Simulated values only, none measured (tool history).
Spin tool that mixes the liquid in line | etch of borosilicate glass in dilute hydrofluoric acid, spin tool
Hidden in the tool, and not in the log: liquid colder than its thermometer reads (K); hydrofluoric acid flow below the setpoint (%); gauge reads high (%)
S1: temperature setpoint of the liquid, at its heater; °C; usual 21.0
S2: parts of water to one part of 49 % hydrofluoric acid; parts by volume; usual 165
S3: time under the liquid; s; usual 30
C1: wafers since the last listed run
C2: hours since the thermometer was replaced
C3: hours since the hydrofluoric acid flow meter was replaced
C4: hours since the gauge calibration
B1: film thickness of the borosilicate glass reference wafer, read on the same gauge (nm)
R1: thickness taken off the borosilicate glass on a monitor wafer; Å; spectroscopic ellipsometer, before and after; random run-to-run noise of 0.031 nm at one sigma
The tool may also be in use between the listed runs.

run   hour    S1   S2  S3    C1      C2      C3     C4     B1     R1
  1    0.0  21.0  150  30     0  1197.8   562.1  466.6  60.01   61.9
  2   17.6  21.0  165  30   249  1215.4   579.7  484.2  59.99   55.3
  3   43.0  21.0  165  30   360  1240.8   605.1  509.6  60.02   55.2
  4   66.8  21.0  165  30   338  1264.6   628.9  533.4  59.97   54.9
  5   92.5  24.0  165  35   365  1290.3   654.6  559.1  60.02   72.1
  6  125.2  24.0  165  35   464  1323.0   687.3  591.8  59.98   71.9
  7  154.2  18.0  165  30   411  1352.0   716.3  620.8  60.01   48.9
     210.9  -- gauge calibrated
  8  224.5  18.0  165  30   998  1422.3   786.6   13.6  60.01   48.6
  9  247.1  24.0  120  30   320  1444.9   809.2   36.2  60.00   89.5
 10  262.5  24.5  165  30   218  1460.3   824.6   51.6  59.98   62.9
 11  294.3  21.0  165  30   451  1492.1   856.4   83.4  60.03   54.8
 12  323.5  21.0  165  30   414  1521.3   885.6  112.6  59.99   54.5
 13  344.8  19.5  165  30   302  1542.6   906.9  133.9  60.02   51.0
 14  374.2  21.0  165  30   417  1572.0   936.3  163.3  59.98   54.1
 15  402.6  24.5  165  20   403  1600.4   964.7  191.7  59.96   41.5
 16  437.3  17.0   90  45   492  1635.1   999.4  226.4  60.02  137.8
 17  458.0  24.0  165  35   293  1655.8  1020.1  247.1  60.00   71.2
 18  475.7  19.0  165  15   251  1673.5  1037.8  264.8  59.99   24.9
     548.5  -- thermometer replaced
 19  576.8  21.0  220  30  1421    28.3  1138.9  365.9  59.99   38.2
 20  594.0  21.0  165  45   244    45.5  1156.1  383.1  59.99   80.5
 21  613.7  21.0  165  30   279    65.2  1175.8  402.8  59.98   53.9
 22  644.6  21.0  165  30   438    96.1  1206.7  433.7  59.98   53.9
     653.7  -- hydrofluoric acid flow meter replaced
 23  662.9  23.5  165  30   245   114.4     9.2  452.0  60.01   63.0
 24  675.8  25.0  115  30   183   127.3    22.1  464.9  59.98  102.2
 25  692.6  21.0  165  30   238   144.1    38.9  481.7  60.05   56.9
 26  717.4  21.0  165  40   352   168.9    63.7  506.5  59.95   76.2
 27  735.8  21.0  165  15   261   187.3    82.1  524.9  59.99   28.5
 28  752.2  24.0  230  20   232   203.7    98.5  541.3  60.01   28.1
 29  777.1  21.0  165  30   353   228.6   123.4  566.2  60.00   56.9
     779.9  -- gauge calibrated
 30  799.9  24.0  240  20   323   251.4   146.2   20.0  60.04   26.8
 31  828.5  17.0  185  15   406   280.0   174.8   48.6  59.96   21.2
 32  850.6  21.0  220  35   313   302.1   196.9   70.7  60.02   46.7
 33  946.7  21.0  150  30  1364   398.2   293.0  166.8  60.06   62.9

Each row is a separate what-if for the run after 33, all from the same tool condition, not one after another. Results?
  A  947.1  21.0  225  30   5  398.6  293.4  167.2   ?   ?
  B  947.1  23.0  165  30   5  398.6  293.4  167.2   ?   ?
  C  947.1  24.0  165  20   5  398.6  293.4  167.2   ?   ?
  D  947.1  23.5  210  20   5  398.6  293.4  167.2   ?   ?

run     B1    R1
  A  59.98  38.7
  B  59.98  60.6
  C  59.98  42.0
  D  59.98  30.8
Had the tool no hidden state, the same runs would have come out as:
run    R1
  A  39.4
  B  61.7
  C  42.7
  D  31.4
